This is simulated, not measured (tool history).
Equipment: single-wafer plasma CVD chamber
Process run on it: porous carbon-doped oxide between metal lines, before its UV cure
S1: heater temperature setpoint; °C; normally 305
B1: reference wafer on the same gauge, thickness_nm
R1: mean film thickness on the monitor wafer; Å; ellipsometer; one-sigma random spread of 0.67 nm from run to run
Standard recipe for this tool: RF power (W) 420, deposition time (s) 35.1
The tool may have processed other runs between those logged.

Run 1, hour 0.0: usual settings; B1 135.915. Result: R1 1606.24 Å.
Run 2, hour 34.9: usual settings; B1 136.113. Result: R1 1586.99 Å.
Run 3, hour 87.7: usual settings but deposition time (s) 31.9; B1 136.086. Result: R1 1455.96 Å.
Run 4, hour 117.5: usual settings but RF power (W) 385; B1 136.088. Result: R1 1493.23 Å.
Run 5, hour 144.0: usual settings but RF power (W) 385; B1 135.957. Result: R1 1506.29 Å.
Run 6, hour 198.2: usual settings but RF power (W) 385; B1 136.051. Result: R1 1502.58 Å.
Run 7, hour 370.0: usual settings but RF power (W) 370; B1 136.025. Result: R1 1450.28 Å.
Run 8, hour 418.4: usual settings; B1 136.031. Result: R1 1594.65 Å.
Run 9, hour 481.8: usual settings; B1 135.969. Result: R1 1597.70 Å.
Run 10, hour 548.1: usual settings; B1 135.995. Result: R1 1587.76 Å.
At hour 584.5: thermocouple changed; heater temperature recalibrated.
Run 11, hour 664.3: usual settings; B1 136.084. Result: R1 1608.13 Å.
Run 12, hour 689.6: usual settings; B1 135.884. Result: R1 1602.02 Å.
Run 13, hour 753.2: usual settings; B1 136.196. Result: R1 1586.07 Å.
At hour 769.0: RF generator calibrated.
Run 14, hour 810.2: usual settings; B1 135.970. Result: R1 1586.53 Å.
Run 15, hour 842.3: usual settings; B1 135.871. Result: R1 1595.20 Å.
At hour 861.1: gauge calibrated.
Run 16, hour 903.2: usual settings but S1 315 °C; B1 135.982. Result: R1 1526.62 Å.
Run 17, hour 953.7: usual settings but S1 313 °C, RF power (W) 495, deposition time (s) 40.3; B1 135.953. Result: R1 1981.75 Å.
Run 18, hour 1020.6: usual settings; B1 135.851. Result: R1 1597.36 Å.
At hour 1051.0: showerhead replaced.
Run 19, hour 1053.2: usual settings but S1 293 °C, RF power (W) 500, deposition time (s) 29.1; B1 136.010. Result: R1 1587.87 Å.
Run 20, hour 1100.7: usual settings; B1 135.931. Result: R1 1592.85 Å.
Run 21, hour 1168.0: usual settings but deposition time (s) 39.4; B1 135.951. Result: R1 1791.80 Å.
Run 22, hour 1214.5: usual settings; B1 136.062. Result: R1 1589.55 Å.
Run 23, hour 1259.0: usual settings but S1 315 °C, RF power (W) 380, deposition time (s) 37.5; B1 135.873. Result: R1 1521.01 Å.
Run 24, hour 1328.7: usual settings but RF power (W) 375, deposition time (s) 29.3; B1 135.999. Result: R1 1232.91 Å.
Run 25, hour 1377.7: usual settings but S1 297 °C, RF power (W) 370; B1 136.013. Result: R1 1495.59 Å.
Run 26, hour 1425.3: usual settings but S1 318 °C, RF power (W) 370, deposition time (s) 28.2; B1 135.964. Result: R1 1106.47 Å.
Run 27, hour 1482.8: usual settings but S1 318 °C, RF power (W) 370, deposition time (s) 28.2; B1 136.041. Result: R1 1113.53 Å.
Run 28, hour 1509.9: usual settings but deposition time (s) 37.9; B1 135.982. Result: R1 1707.52 Å.

Below are 4 alternative next runs, each starting from the tool's condition after run 28. Predict each:
Run A, hour 1510.3: usual settings; B1 ?. Result: R1 ?.
Run B, hour 1510.3: usual settings but S1 309 °C, deposition time (s) 29.6; B1 ?. Result: R1 ?.
Run C, hour 1510.3: usual settings but S1 316 °C, RF power (W) 470, deposition time (s) 32.9; B1 ?. Result: R1 ?.
Run D, hour 1510.3: usual settings but S1 309 °C; B1 ?. Result: R1 ?.

run       B1       R1
  A  136.000  1579.88
  B  136.000  1313.22
  C  136.000  1525.58
  D  136.000  1549.61
The same runs, with their run-to-run variation unchanged, on a tool lacking any hidden condition would have given:
run       R1
  A  1579.88
  B  1313.22
  C  1525.58
  D  1549.61
